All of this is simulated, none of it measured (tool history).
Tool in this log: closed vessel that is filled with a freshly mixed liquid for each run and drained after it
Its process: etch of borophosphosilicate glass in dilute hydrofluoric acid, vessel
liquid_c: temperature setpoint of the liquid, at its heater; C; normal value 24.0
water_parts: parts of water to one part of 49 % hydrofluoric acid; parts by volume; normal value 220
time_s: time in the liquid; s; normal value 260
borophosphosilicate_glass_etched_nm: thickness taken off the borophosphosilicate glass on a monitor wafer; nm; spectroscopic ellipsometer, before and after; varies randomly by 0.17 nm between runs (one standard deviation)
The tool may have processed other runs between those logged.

run	hour	liquid_c	water_parts	time_s	wafers since the last listed run	hours since the thermometer was replaced	hours since the hydrofluoric acid flow meter was replaced	hours since the gauge calibration	read-back film thickness of the borophosphosilicate glass reference wafer, read on the same gauge (nm)	borophosphosilicate_glass_etched_nm
1	0.0	24.0	220	315	0	1330.8	1319.9	499.7	49.97	32.44
2	25.9	24.0	265	260	2663	1356.7	1345.8	525.6	50.06	21.55
3	41.1	24.0	265	260	1563	1371.9	1361.0	540.8	50.02	21.33
4	63.2	24.0	265	260	2272	1394.0	1383.1	562.9	49.98	21.32
5	84.0	24.0	220	205	2139	1414.8	1403.9	583.7	50.02	21.05
6	97.0	24.0	220	205	1336	1427.8	1416.9	596.7	50.01	21.16
7	110.5	24.0	220	180	1388	1441.3	1430.4	610.2	50.02	18.67
8	125.9	24.0	220	180	1583	1456.7	1445.8	625.6	50.01	18.73
9	139.5	24.0	220	260	1398	1470.3	1459.4	639.2	49.99	26.67
10	165.3	24.0	220	260	2653	1496.1	1485.2	665.0	50.00	26.71
11	184.0	27.0	165	260	1923	1514.8	1503.9	683.7	50.01	42.08
12	198.8	27.0	165	260	1522	1529.6	1518.7	698.5	50.02	42.03
13	215.2	24.0	220	260	1686	1546.0	1535.1	714.9	49.99	26.61
# hour 226.3: hydrofluoric acid flow meter replaced
14	250.0	24.0	265	260	3476	1580.8	23.7	749.7	50.00	20.44
15	266.8	21.5	325	180	1727	1597.6	40.5	766.5	50.01	10.00
16	281.7	21.0	325	200	1532	1612.5	55.4	781.4	49.99	10.97
17	306.2	24.0	220	260	2519	1637.0	79.9	805.9	50.00	25.54
# hour 312.3: gauge calibrated
18	321.8	21.0	265	200	1604	1652.6	95.5	9.5	50.03	13.82
19	342.6	28.0	220	260	2139	1673.4	116.3	30.3	50.01	29.54
20	373.5	24.0	130	260	3177	1704.3	147.2	61.2	50.03	47.09
21	395.2	24.0	305	345	2231	1726.0	168.9	82.9	50.01	22.47
22	429.1	24.0	250	260	3486	1759.9	202.8	116.8	50.00	21.77
23	452.5	24.0	320	260	2406	1783.3	226.2	140.2	50.00	16.03
24	468.1	24.0	220	260	1604	1798.9	241.8	155.8	50.00	25.58
# hour 525.2: thermometer replaced
25	552.4	25.5	285	260	8566	27.2	326.1	240.1	49.99	21.59
26	574.5	24.0	135	370	2272	49.3	348.2	262.2	50.00	71.27
27	603.5	22.5	220	260	2982	78.3	377.2	291.2	50.01	26.49
28	616.6	24.0	220	260	1347	91.4	390.3	304.3	50.02	28.22
29	642.4	26.0	220	260	2653	117.2	416.1	330.1	49.98	30.07
30	678.1	22.5	175	350	3671	152.9	451.8	365.8	50.01	47.11
31	701.7	24.0	270	185	2427	176.5	475.4	389.4	49.99	15.57

Per-run results on a tool with no hidden state, each run keeping its own random variation:
The tool's hidden condition here consists of: liquid colder than its thermometer reads (K); hydrofluoric acid flow above the setpoint (%); gauge reads high (%).
run	borophosphosilicate_glass_etched_nm
1	33.16
2	21.96
3	21.74
4	21.74
5	21.55
6	21.67
7	19.12
8	19.19
9	27.33
10	27.37
11	43.23
12	43.19
13	27.30
14	21.85
15	10.69
16	11.74
17	27.41
18	14.84
19	31.59
20	50.93
21	24.01
22	23.37
23	17.12
24	27.52
25	21.01
26	69.64
27	25.85
28	27.54
29	29.34
30	46.08
31	15.20

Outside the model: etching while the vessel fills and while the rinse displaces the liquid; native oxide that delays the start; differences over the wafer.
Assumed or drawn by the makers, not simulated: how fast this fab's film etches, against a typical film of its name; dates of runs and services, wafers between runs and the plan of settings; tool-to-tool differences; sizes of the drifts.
